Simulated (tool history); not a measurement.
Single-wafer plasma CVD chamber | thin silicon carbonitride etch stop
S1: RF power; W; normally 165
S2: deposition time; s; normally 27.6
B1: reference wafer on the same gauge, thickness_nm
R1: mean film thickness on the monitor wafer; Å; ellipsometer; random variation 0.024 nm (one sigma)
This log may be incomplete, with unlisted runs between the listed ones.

run	hour	S1	S2	B1	R1
1	0.0	165	25.5	16.591	126.82
2	19.9	165	27.6	16.599	137.37
3	35.8	165	27.6	16.599	137.31
4	74.5	165	27.6	16.607	137.35
5	124.9	150	27.6	16.601	134.11
6	147.6	150	27.6	16.592	133.85
7	167.8	150	27.6	16.602	133.78
8	189.4	165	27.6	16.595	136.58
9	207.5	165	27.6	16.601	137.36
10	236.6	165	27.6	16.602	137.15
11	262.1	165	27.6	16.600	136.74
12	285.9	165	27.6	16.596	137.02
13	364.4	165	27.6	16.594	136.43
14	383.2	165	27.6	16.604	137.17
15	406.3	165	27.6	16.596	136.25
16	441.1	165	27.6	16.595	136.45
17	462.3	165	27.6	16.600	136.42
# hour 480.7: gauge calibrated
# hour 489.0: RF generator calibrated
18	490.9	165	32.4	16.608	162.60
19	505.3	165	27.6	16.601	138.37
20	530.7	165	27.6	16.601	138.96
21	565.4	175	22.6	16.603	115.24
# hour 576.9: showerhead replaced
22	579.3	165	27.6	16.599	138.49
# hour 599.6: thermocouple changed; heater temperature recalibrated
23	605.9	150	22.3	16.601	109.14
24	619.6	155	27.6	16.610	136.28
25	631.8	150	24.7	16.602	120.58
26	649.1	150	24.7	16.601	121.11
27	662.4	165	27.6	16.594	138.53
28	684.6	140	25.7	16.600	123.69
29	717.3	175	27.6	16.603	140.43
30	730.9	165	29.5	16.601	148.25
31	766.9	135	30.0	16.605	143.09
32	792.3	175	23.8	16.588	121.16
33	821.3	165	29.2	16.597	146.39
34	834.9	165	27.6	16.602	138.15
35	847.4	165	27.6	16.598	138.61

Measured minus without-hidden-state, run by run (identical run-to-run variation in each term; gauge scatter may differ):
Hidden conditions of the tool in this case: wafer temperature above the value expected at the setpoint (K); delivered RF power above the setpoint (%); gauge reads high (%).
run	R1
1	-1.49
2	-1.65
3	-1.69
4	-1.77
5	-1.83
6	-1.88
7	-1.92
8	-2.01
9	-2.07
10	-2.13
11	-2.19
12	-2.25
13	-2.45
14	-2.50
15	-2.56
16	-2.65
17	-2.71
18	-0.48
19	-0.41
20	-0.41
21	-0.34
22	-0.41
23	-0.33
24	-0.41
25	-0.37
26	-0.38
27	-0.43
28	-0.39
29	-0.45
30	-0.48
31	-0.48
32	-0.42
33	-0.51
34	-0.49
35	-0.50
